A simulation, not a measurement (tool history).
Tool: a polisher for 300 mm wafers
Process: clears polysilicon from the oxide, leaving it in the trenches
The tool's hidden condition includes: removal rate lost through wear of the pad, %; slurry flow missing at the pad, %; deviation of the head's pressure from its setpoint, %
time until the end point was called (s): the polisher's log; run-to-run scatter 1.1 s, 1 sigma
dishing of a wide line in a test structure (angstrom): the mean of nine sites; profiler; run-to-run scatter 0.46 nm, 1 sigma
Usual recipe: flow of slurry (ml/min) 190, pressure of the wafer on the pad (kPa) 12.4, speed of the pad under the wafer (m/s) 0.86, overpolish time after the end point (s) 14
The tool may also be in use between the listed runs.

run,day,flow of slurry (ml/min),pressure of the wafer on the pad (kPa),speed of the pad under the wafer (m/s),overpolish time after the end point (s),wafers since the last listed run,wafers polished on this pad,hours since the slurry nozzle was cleaned,hours since the head pressure was calibrated,"incoming thickness of the incoming film, nm",time until the end point was called (s),dishing of a wide line in a test structure (angstrom)
1,0,190,12.4,0.86,14,0,1070,475.2,1428.9,614.7,79.1,452
# day 0.567: head pressure recalibrated
2,4.221,240,12.4,0.86,14,1271,2341,576.5,87.7,623.4,80.6,457
3,6.846,240,12.4,0.86,14,806,3148,639.5,150.7,613.4,81.3,450
4,10.6,240,12.4,0.86,14,1153,4302,729.6,240.8,621.3,82.3,452
# day 11.362: slurry nozzle cleaned
5,13.275,190,12.4,0.86,14,809,5112,45.9,305,618.3,84.1,443
6,16.408,190,12.4,0.86,14,963,6075,121.1,380.2,631,84,453
7,18.658,190,12.4,0.86,14,691,6767,175.1,434.2,611.3,82.4,451
8,21.746,190,12.4,0.86,14,949,7716,249.2,508.3,615.7,82.9,450
9,25.45,190,12.4,0.86,14,1138,8854,338.1,597.2,626.3,82.4,459
# day 27.05: worn pad replaced by a new one
10,28.017,190,12.4,0.86,14,737,297,399.7,658.8,610.7,80.5,455
11,32.058,125,9.7,0.86,14,1242,1540,496.7,755.8,616.8,110.5,400
12,36.321,130,15.2,0.7,12,1310,2850,599,858.1,618.1,85.7,414
13,39.492,190,12.4,0.86,14,974,3824,675.1,934.2,613.7,78.6,458
14,42.996,190,12.4,0.86,14,1077,4902,759.2,1018.3,618.2,80.5,451
# day 46.596: slurry nozzle cleaned
15,46.8,175,15.9,0.86,14,1156,6058,4.9,1109.6,626,66.6,480
16,49.608,190,12.4,0.86,14,863,6921,72.3,1177,608.8,78.8,455
17,51.625,190,12.4,0.86,14,619,7541,120.7,1225.4,618.5,79.5,454
18,55.454,190,12.4,0.86,14,1177,8718,212.6,1317.3,627.7,81.5,456
# day 57.471: worn pad replaced by a new one
19,59.938,190,9,0.74,7,1326,758,320.2,1424.9,619.7,118.6,251
20,62.942,190,11,1.02,12,923,1681,392.3,1497,621.6,76.6,445
# day 64.088: head pressure recalibrated
21,67.258,190,12.4,0.86,10,1301,2983,495.9,76.1,614.1,83.9,383
22,69.546,190,15.9,0.86,14,703,3686,550.8,131,619.5,66.6,480
23,73.221,190,12.4,0.86,14,1129,4815,639,219.2,618.6,83.3,452
24,75.388,190,12.4,0.86,14,666,5481,691,271.2,620.3,82.9,448
# day 76.2: slurry nozzle cleaned
25,78.067,175,12.4,0.62,14,810,6292,44.8,335.5,622.4,112.1,400
26,81.721,225,11,0.76,10,1123,7415,132.5,423.2,623.6,100.6,364
27,90.625,190,12.4,0.86,14,2737,10153,346.2,636.9,624.3,83.1,441
# day 92.529: worn pad replaced by a new one
28,93.204,190,9,0.96,21,741,207,408.1,698.8,630.2,101.7,469
29,95.975,135,9.7,1.16,20,851,1059,474.6,765.3,618.1,83.6,497
30,99.304,215,14.5,0.86,14,1023,2082,554.5,845.2,610.5,68.9,471
31,101.417,130,15.2,0.7,12,649,2732,605.2,895.9,619.5,86.7,416
32,103.238,150,12.4,0.86,14,559,3291,648.9,939.6,620.3,84.2,443

For run 33, what comes out?
33,108.838,230,12.4,0.86,14,1721,5013,783.3,1074,614.2,?,?

time until the end point was called (s): 77.1
dishing of a wide line in a test structure (angstrom): 467
Were there no unlogged condition in the tool, this run, its random variation unchanged, would have produced time until the end point was called (s) 81.4, dishing of a wide line in a test structure (angstrom) 459.
